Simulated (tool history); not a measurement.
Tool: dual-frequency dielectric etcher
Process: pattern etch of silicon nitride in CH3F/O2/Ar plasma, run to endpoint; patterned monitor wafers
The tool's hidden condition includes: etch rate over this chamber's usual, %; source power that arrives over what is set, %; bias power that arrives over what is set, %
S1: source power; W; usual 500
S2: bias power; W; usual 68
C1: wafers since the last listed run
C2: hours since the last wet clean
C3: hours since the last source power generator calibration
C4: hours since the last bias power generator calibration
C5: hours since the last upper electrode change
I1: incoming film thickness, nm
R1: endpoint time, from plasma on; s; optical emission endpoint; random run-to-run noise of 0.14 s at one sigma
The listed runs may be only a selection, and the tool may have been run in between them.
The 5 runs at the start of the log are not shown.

{"run": 6, "day": 1.8, "S1": 500, "S2": 68, "C1": 112, "C2": 418.6, "C3": 1272.1, "C4": 2264.5, "C5": 2895.6, "I1": 30.73, "R1": 35.7}
{"run": 7, "day": 2.254, "S1": 500, "S2": 68, "C1": 114, "C2": 429.5, "C3": 1283.0, "C4": 2275.4, "C5": 2906.5, "I1": 30.67, "R1": 35.5}
{"run": 8, "day": 2.579, "S1": 500, "S2": 68, "C1": 82, "C2": 437.3, "C3": 1290.8, "C4": 2283.2, "C5": 2914.3, "I1": 30.78, "R1": 35.8}
{"run": 9, "day": 2.875, "S1": 500, "S2": 68, "C1": 74, "C2": 444.4, "C3": 1297.9, "C4": 2290.3, "C5": 2921.4, "I1": 30.37, "R1": 35.2}
{"run": 10, "day": 3.342, "S1": 500, "S2": 68, "C1": 117, "C2": 455.6, "C3": 1309.1, "C4": 2301.5, "C5": 2932.6, "I1": 30.53, "R1": 35.3}
{"run": 11, "day": 3.908, "S1": 500, "S2": 68, "C1": 143, "C2": 469.2, "C3": 1322.7, "C4": 2315.1, "C5": 2946.2, "I1": 30.4, "R1": 35.2}
{"run": 12, "day": 4.25, "S1": 500, "S2": 68, "C1": 86, "C2": 477.4, "C3": 1330.9, "C4": 2323.3, "C5": 2954.4, "I1": 30.36, "R1": 35.4}
{"day": 5.5, "done": "bias power generator calibrated"}
{"day": 5.788, "done": "upper electrode replaced"}
{"day": 6.1, "done": "wet clean of the chamber"}
{"run": 13, "day": 6.121, "S1": 620, "S2": 81, "C1": 279, "C2": 0.5, "C3": 1375.8, "C4": 14.9, "C5": 8.0, "I1": 30.35, "R1": 33.1}
{"run": 14, "day": 6.138, "S1": 500, "S2": 68, "C1": 4, "C2": 0.9, "C3": 1376.2, "C4": 15.3, "C5": 8.4, "I1": 30.58, "R1": 37.0}
{"run": 15, "day": 6.15, "S1": 470, "S2": 73, "C1": 3, "C2": 1.2, "C3": 1376.5, "C4": 15.6, "C5": 8.7, "I1": 30.54, "R1": 36.8}
{"run": 16, "day": 6.312, "S1": 380, "S2": 77, "C1": 41, "C2": 5.1, "C3": 1380.4, "C4": 19.5, "C5": 12.6, "I1": 30.62, "R1": 37.8}
{"run": 17, "day": 7.429, "S1": 500, "S2": 68, "C1": 282, "C2": 31.9, "C3": 1407.2, "C4": 46.3, "C5": 39.4, "I1": 30.22, "R1": 37.0}
{"run": 18, "day": 7.912, "S1": 500, "S2": 68, "C1": 122, "C2": 43.5, "C3": 1418.8, "C4": 57.9, "C5": 51.0, "I1": 30.41, "R1": 36.8}
{"run": 19, "day": 8.304, "S1": 550, "S2": 59, "C1": 99, "C2": 52.9, "C3": 1428.2, "C4": 67.3, "C5": 60.4, "I1": 30.53, "R1": 37.6}
{"run": 20, "day": 8.85, "S1": 440, "S2": 76, "C1": 138, "C2": 66.0, "C3": 1441.3, "C4": 80.4, "C5": 73.5, "I1": 30.61, "R1": 37.0}
{"day": 9.062, "done": "source power generator calibrated"}
{"run": 21, "day": 9.379, "S1": 380, "S2": 77, "C1": 91, "C2": 78.7, "C3": 7.6, "C4": 93.1, "C5": 86.2, "I1": 30.62, "R1": 37.8}
{"run": 22, "day": 10.029, "S1": 500, "S2": 84, "C1": 164, "C2": 94.3, "C3": 23.2, "C4": 108.7, "C5": 101.8, "I1": 30.36, "R1": 34.4}
{"run": 23, "day": 10.342, "S1": 600, "S2": 55, "C1": 79, "C2": 101.8, "C3": 30.7, "C4": 116.2, "C5": 109.3, "I1": 30.35, "R1": 37.2}
{"run": 24, "day": 11.025, "S1": 590, "S2": 84, "C1": 172, "C2": 118.2, "C3": 47.1, "C4": 132.6, "C5": 125.7, "I1": 30.76, "R1": 33.4}
{"run": 25, "day": 11.458, "S1": 420, "S2": 68, "C1": 109, "C2": 128.6, "C3": 57.5, "C4": 143.0, "C5": 136.1, "I1": 30.54, "R1": 38.4}
{"run": 26, "day": 12.029, "S1": 600, "S2": 79, "C1": 144, "C2": 142.3, "C3": 71.2, "C4": 156.7, "C5": 149.8, "I1": 30.55, "R1": 33.4}

The next listed run, before its measurement:
{"run": 27, "day": 12.408, "S1": 500, "S2": 54, "C1": 95, "C2": 151.4, "C3": 80.3, "C4": 165.8, "C5": 158.9, "I1": 30.47, "R1": "?"}

{"run 27": {"R1": 39.3}}
Take away the tool's hidden state, keep the run-to-run variation as it was, and the same run would have given R1 40.0 s.
